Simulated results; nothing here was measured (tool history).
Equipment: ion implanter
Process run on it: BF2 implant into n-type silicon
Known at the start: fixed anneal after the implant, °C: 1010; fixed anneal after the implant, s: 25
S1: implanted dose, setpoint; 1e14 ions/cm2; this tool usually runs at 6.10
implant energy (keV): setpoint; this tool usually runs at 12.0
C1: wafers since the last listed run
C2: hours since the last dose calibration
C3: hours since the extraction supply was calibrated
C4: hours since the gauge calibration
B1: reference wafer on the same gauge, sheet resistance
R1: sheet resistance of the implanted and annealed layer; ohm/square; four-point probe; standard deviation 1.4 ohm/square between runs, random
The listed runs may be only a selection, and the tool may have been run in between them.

{"run": 1, "day": 0.0, "S1": 6.99, "implant energy (keV)": 14.5, "C1": 0, "C2": 1787.0, "C3": 3415.1, "C4": 304.0, "B1": 271.98, "R1": 247.26}
{"run": 2, "day": 0.783, "S1": 6.1, "implant energy (keV)": 12.0, "C1": 359, "C2": 1805.8, "C3": 3433.9, "C4": 322.8, "B1": 272.45, "R1": 284.35}
{"run": 3, "day": 1.938, "S1": 6.1, "implant energy (keV)": 12.0, "C1": 529, "C2": 1833.5, "C3": 3461.6, "C4": 350.5, "B1": 272.78, "R1": 284.44}
{"day": 2.517, "done": "gauge calibrated"}
{"run": 4, "day": 2.629, "S1": 6.1, "implant energy (keV)": 12.0, "C1": 317, "C2": 1850.1, "C3": 3478.2, "C4": 2.7, "B1": 268.55, "R1": 279.82}
{"run": 5, "day": 3.992, "S1": 6.1, "implant energy (keV)": 12.0, "C1": 625, "C2": 1882.8, "C3": 3510.9, "C4": 35.4, "B1": 269.8, "R1": 280.4}
{"run": 6, "day": 4.679, "S1": 6.1, "implant energy (keV)": 12.0, "C1": 315, "C2": 1899.3, "C3": 3527.4, "C4": 51.9, "B1": 269.95, "R1": 281.02}
{"run": 7, "day": 7.454, "S1": 6.1, "implant energy (keV)": 14.0, "C1": 1273, "C2": 1965.9, "C3": 3594.0, "C4": 118.5, "B1": 270.11, "R1": 268.37}
{"run": 8, "day": 8.796, "S1": 6.1, "implant energy (keV)": 12.0, "C1": 615, "C2": 1998.1, "C3": 3626.2, "C4": 150.7, "B1": 271.14, "R1": 280.22}
{"run": 9, "day": 12.775, "S1": 6.1, "implant energy (keV)": 12.0, "C1": 1826, "C2": 2093.6, "C3": 3721.7, "C4": 246.2, "B1": 272.3, "R1": 284.62}
{"day": 14.004, "done": "Faraday cup replaced and dose calibrated"}
{"run": 10, "day": 16.004, "S1": 6.1, "implant energy (keV)": 15.0, "C1": 1329, "C2": 48.0, "C3": 3799.2, "C4": 323.7, "B1": 272.86, "R1": 267.48}
{"run": 11, "day": 17.246, "S1": 6.85, "implant energy (keV)": 10.5, "C1": 569, "C2": 77.8, "C3": 3829.0, "C4": 353.5, "B1": 273.02, "R1": 276.19}
{"run": 12, "day": 18.225, "S1": 4.33, "implant energy (keV)": 8.5, "C1": 449, "C2": 101.3, "C3": 3852.5, "C4": 377.0, "B1": 273.48, "R1": 385.14}
{"run": 13, "day": 19.288, "S1": 6.1, "implant energy (keV)": 12.0, "C1": 487, "C2": 126.8, "C3": 3878.0, "C4": 402.5, "B1": 273.06, "R1": 287.65}
{"run": 14, "day": 20.45, "S1": 5.15, "implant energy (keV)": 10.0, "C1": 533, "C2": 154.7, "C3": 3905.9, "C4": 430.4, "B1": 274.13, "R1": 329.94}
{"day": 20.742, "done": "gauge calibrated"}
{"run": 15, "day": 21.271, "S1": 7.62, "implant energy (keV)": 11.0, "C1": 376, "C2": 174.4, "C3": 3925.6, "C4": 12.7, "B1": 268.95, "R1": 254.32}
{"run": 16, "day": 21.925, "S1": 5.41, "implant energy (keV)": 15.0, "C1": 300, "C2": 190.1, "C3": 3941.3, "C4": 28.4, "B1": 269.1, "R1": 284.36}
{"day": 22.6, "done": "extraction supply calibrated"}
{"run": 17, "day": 23.029, "S1": 6.1, "implant energy (keV)": 8.0, "C1": 353, "C2": 216.6, "C3": 10.3, "C4": 54.9, "B1": 269.65, "R1": 317.91}
{"run": 18, "day": 24.025, "S1": 7.67, "implant energy (keV)": 12.0, "C1": 457, "C2": 240.5, "C3": 34.2, "C4": 78.8, "B1": 269.65, "R1": 247.27}
{"run": 19, "day": 24.762, "S1": 6.1, "implant energy (keV)": 12.0, "C1": 338, "C2": 258.2, "C3": 51.9, "C4": 96.5, "B1": 270.01, "R1": 281.53}
{"run": 20, "day": 27.896, "S1": 7.62, "implant energy (keV)": 16.0, "C1": 1438, "C2": 333.4, "C3": 127.1, "C4": 171.7, "B1": 270.39, "R1": 229.51}
{"run": 21, "day": 28.783, "S1": 6.64, "implant energy (keV)": 8.5, "C1": 407, "C2": 354.7, "C3": 148.4, "C4": 193.0, "B1": 270.1, "R1": 298.78}

Describe how what the log doesn't record of the tool's condition differs between the last listed run preceding each entry between runs and the first listed run following it.
Logged between run 3 and run 4: gauge calibrated (day 2.517)
  gauge reads high (%): 1.4 -> 0.131
  measured less the result without the state, R1: +3.91 -> +0.37 ohm/square
Logged between run 9 and run 10: Faraday cup replaced and dose calibrated (day 14.004)
  gauge reads high (%): 1.1 -> 1.41
  measured less the result without the state, R1: +3.11 -> +3.73 ohm/square
Logged between run 14 and run 15: gauge calibrated (day 20.742)
  gauge reads high (%): 1.84 -> -0.0262
  measured less the result without the state, R1: +5.96 -> -0.07 ohm/square
Logged between run 16 and run 17: extraction supply calibrated (day 22.600)
  gauge reads high (%): 0.0366 -> 0.143
  measured less the result without the state, R1: +0.10 -> +0.45 ohm/square
